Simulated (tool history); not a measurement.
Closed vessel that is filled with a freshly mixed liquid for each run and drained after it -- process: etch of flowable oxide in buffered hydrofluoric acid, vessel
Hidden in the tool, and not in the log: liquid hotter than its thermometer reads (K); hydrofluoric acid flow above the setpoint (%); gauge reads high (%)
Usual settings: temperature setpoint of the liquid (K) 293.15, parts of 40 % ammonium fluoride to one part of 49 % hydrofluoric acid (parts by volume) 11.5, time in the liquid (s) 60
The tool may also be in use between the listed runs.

run,hour,temperature setpoint of the liquid (K),parts of 40 % ammonium fluoride to one part of 49 % hydrofluoric acid (parts by volume),time in the liquid (s),wafers since the last listed run,hours since the thermometer was replaced,hours since the hydrofluoric acid flow meter was replaced,hours since the gauge calibration,"read-back film thickness of the flowable oxide reference wafer, read on the same gauge (nm)",thickness taken off the flowable oxide on a monitor wafer (nm)
1,0,293.15,11.5,60,0,475.1,1807.8,91.5,69.99,120.72
2,11.1,293.15,11.5,60,1193,486.2,1818.9,102.6,70,120.17
3,18.1,293.15,11.5,60,752,493.2,1825.9,109.6,69.99,121.07
4,31.1,293.15,11.5,60,1397,506.2,1838.9,122.6,69.96,119.86
5,44.6,293.15,11.5,60,1451,519.7,1852.4,136.1,70.07,119.28
6,54.5,293.15,11.5,60,1064,529.6,1862.3,146,69.96,120.54
7,70.6,293.15,11.5,60,1730,545.7,1878.4,162.1,70.01,120.53
8,79.1,293.15,11.5,60,913,554.2,1886.9,170.6,69.97,119.31
9,94.2,293.15,11.5,75,1623,569.3,1902,185.7,70.02,149.8
10,110.2,293.15,11.5,75,1720,585.3,1918,201.7,70,149.99
11,121.1,293.15,11.5,75,1171,596.2,1928.9,212.6,70,149
12,133.9,293.15,11.5,60,1376,609,1941.7,225.4,70,120.41
13,145.5,290.15,9,60,1247,620.6,1953.3,237,70.01,123.94
14,154.4,291.15,13.5,60,956,629.5,1962.2,245.9,70.05,92.61
# hour 157.5: thermometer replaced
# hour 167.1: hydrofluoric acid flow meter replaced
15,169.3,293.15,11.5,60,1386,11.8,2.2,260.8,69.93,120.33
16,183,293.15,11.5,60,1472,25.5,15.9,274.5,70.02,118.91
17,199.2,290.15,11.5,60,1741,41.7,32.1,290.7,69.99,101.2

What will run 18 give?
# hour 204.6: gauge calibrated
18,214.7,293.15,14.5,60,1666,57.2,47.6,10.1,?,?

{"run 18": {"read-back film thickness of the flowable oxide reference wafer, read on the same gauge (nm)": 70.01, "thickness taken off the flowable oxide on a monitor wafer (nm)": 94.68}}
Take away the tool's hidden state, keep the run-to-run variation as it was, and the same run would have given thickness taken off the flowable oxide on a monitor wafer (nm) 94.68.
